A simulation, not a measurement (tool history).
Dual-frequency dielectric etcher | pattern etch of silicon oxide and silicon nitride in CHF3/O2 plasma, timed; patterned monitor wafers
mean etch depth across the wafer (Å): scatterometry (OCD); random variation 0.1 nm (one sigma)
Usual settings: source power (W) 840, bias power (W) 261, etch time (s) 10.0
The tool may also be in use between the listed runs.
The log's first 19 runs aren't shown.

run   hour  source power (W)  bias power (W)  etch time (s)  wafers since the last listed run  hours since the last wet clean  hours since the last source power generator calibration  hours since the last bias power generator calibration  hours since the last upper electrode change  hours since the gauge calibration  read-back reference wafer on the same gauge, depth_nm  mean etch depth across the wafer (Å)
 20  462.0               750             226           11.0                               167                            66.4                                                    168.1                                                  207.5                                         40.7                              155.0                                                  17.39                                 200.1
 21  495.3               840             261           10.0                               366                            99.7                                                    201.4                                                  240.8                                         74.0                              188.3                                                  17.40                                 194.3
 22  517.4               670             224            7.5                               243                           121.8                                                    223.5                                                  262.9                                         96.1                              210.4                                                  17.41                                 131.1
 23  535.3               840             261           10.0                               196                           139.7                                                    241.4                                                  280.8                                        114.0                              228.3                                                  17.45                                 195.8
 24  566.2               840             261           11.5                               339                           170.6                                                    272.3                                                  311.7                                        144.9                              259.2                                                  17.41                                 225.2
 25  599.9              1000             323           10.0                               370                           204.3                                                    306.0                                                  345.4                                        178.6                              292.9                                                  17.39                                 219.6
 26  631.1               930             202           10.0                               343                           235.5                                                    337.2                                                  376.6                                        209.8                              324.1                                                  17.38                                 194.5
 27  647.4               940             205           11.5                               179                           251.8                                                    353.5                                                  392.9                                        226.1                              340.4                                                  17.40                                 227.2
 28  675.6              1010             203            9.0                               310                           280.0                                                    381.7                                                  421.1                                        254.3                              368.6                                                  17.41                                 181.5
 29  700.3               910             200           10.0                               271                           304.7                                                    406.4                                                  445.8                                        279.0                              393.3                                                  17.42                                 195.1
 30  719.4               840             261           10.0                               210                           323.8                                                    425.5                                                  464.9                                        298.1                              412.4                                                  17.41                                 197.9

3 ways to go on from here, each from the tool as it stands after run 30. What would each give?
  A  719.8               840             261           10.0                                 4                           324.2                                                    425.9                                                  465.3                                        298.5                              412.8                                                      ?                                     ?
  B  719.8               890             261           10.0                                 4                           324.2                                                    425.9                                                  465.3                                        298.5                              412.8                                                      ?                                     ?
  C  719.8               970             201           10.0                                 4                           324.2                                                    425.9                                                  465.3                                        298.5                              412.8                                                      ?                                     ?

run  read-back reference wafer on the same gauge, depth_nm  mean etch depth across the wafer (Å)
  A                                                  17.37                                 197.5
  B                                                  17.37                                 202.1
  C                                                  17.37                                 199.9
Without the tool's hidden state the same runs would have given:
run  mean etch depth across the wafer (Å)
  A                                 192.2
  B                                 196.7
  C                                 194.5

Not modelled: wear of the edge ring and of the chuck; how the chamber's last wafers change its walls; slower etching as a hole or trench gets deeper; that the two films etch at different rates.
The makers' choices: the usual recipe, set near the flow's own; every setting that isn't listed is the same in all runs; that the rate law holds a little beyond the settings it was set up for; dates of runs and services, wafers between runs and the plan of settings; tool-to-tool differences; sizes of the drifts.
